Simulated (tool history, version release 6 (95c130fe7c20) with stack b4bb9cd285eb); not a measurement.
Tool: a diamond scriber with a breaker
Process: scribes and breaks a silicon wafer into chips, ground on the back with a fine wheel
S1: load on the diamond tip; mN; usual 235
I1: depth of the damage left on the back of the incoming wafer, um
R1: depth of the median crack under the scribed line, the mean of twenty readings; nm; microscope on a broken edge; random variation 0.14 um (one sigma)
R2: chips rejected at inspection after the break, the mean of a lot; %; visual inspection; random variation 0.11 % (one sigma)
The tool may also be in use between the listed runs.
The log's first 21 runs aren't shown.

run,hour,S1,I1,R1,R2
22,619.3,271,2.78,10470,4.09
23,642.2,235,1.61,9820,1.75
24,670.7,235,1.95,9670,1.95
25,696.6,175,1.64,8160,10.10
26,715.1,195,1.89,8670,6.57
# hour 809.3: load on the tip recalibrated
27,816.1,199,2.34,8500,7.42
28,924.0,301,2.70,10680,3.98
29,939.0,184,1.60,8090,11.03
30,963.8,269,2.58,10000,2.80
31,980.2,235,2.05,9400,3.28
32,1015.3,235,1.63,9280,3.34
33,1033.0,175,2.28,7580,17.04
34,1051.6,235,2.47,9020,4.62
35,1085.0,235,1.74,8880,4.27
36,1109.7,213,2.58,8210,9.90
37,1132.8,201,2.42,7900,12.38
38,1148.2,280,1.67,9650,1.78
39,1181.0,275,2.17,9580,2.44
40,1200.6,270,2.29,9150,3.08
41,1235.3,266,2.70,9280,4.46

Forecast each of these 5 alternatives for the next run:
A,1235.8,235,2.79,?,?
B,1235.8,259,2.79,?,?
C,1235.8,188,2.79,?,?
D,1235.8,290,2.79,?,?
E,1235.8,278,2.79,?,?

run,R1,R2
A,8480,9.14
B,8990,5.67
C,7450,21.34
D,9620,3.48
E,9380,4.05
Without the tool's hidden state the same runs would have given:
run,R1,R2
A,9840,3.22
B,10430,3.68
C,8640,7.89
D,11170,6.19
E,10880,5.01
